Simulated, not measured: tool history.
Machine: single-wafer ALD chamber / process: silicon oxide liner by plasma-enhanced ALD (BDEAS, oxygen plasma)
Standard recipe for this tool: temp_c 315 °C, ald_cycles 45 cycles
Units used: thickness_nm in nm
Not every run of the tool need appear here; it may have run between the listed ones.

run	hour	temp_c	ald_cycles	wafers since the last listed run	hours since the last thermocouple change	hours since the gauge calibration	read-back reference wafer on the same gauge, thickness_nm	thickness_nm
1	0.0	315	50	0	1012.6	372.2	4.342	4.412
# hour 18.2: gauge calibrated
2	47.9	315	45	326	1060.5	29.7	4.420	4.023
3	61.9	315	45	95	1074.5	43.7	4.419	4.017
4	97.8	315	45	244	1110.4	79.6	4.420	4.019
5	125.3	315	45	187	1137.9	107.1	4.413	4.024
6	160.9	315	45	242	1173.5	142.7	4.411	3.995
7	173.5	315	45	85	1186.1	155.3	4.406	4.015
8	188.9	315	45	105	1201.5	170.7	4.397	3.999
9	212.4	315	45	160	1225.0	194.2	4.397	3.991
10	239.0	315	45	181	1251.6	220.8	4.387	3.994
# hour 248.8: thermocouple changed; heater temperature recalibrated
11	262.5	315	45	105	13.7	244.3	4.390	3.993
12	289.2	315	45	182	40.4	271.0	4.382	4.002
13	308.2	315	45	129	59.4	290.0	4.376	3.993
14	328.4	320	45	137	79.6	310.2	4.373	3.977

Predict the results of run 15:
# hour 340.3: gauge calibrated
15	348.5	315	45	137	99.7	8.2	?	?

{"run 15": {"read-back reference wafer on the same gauge, thickness_nm": 4.415, "thickness_nm": 4.005}}
With no hidden state in the tool, this same run would have given thickness_nm 4.007 nm.
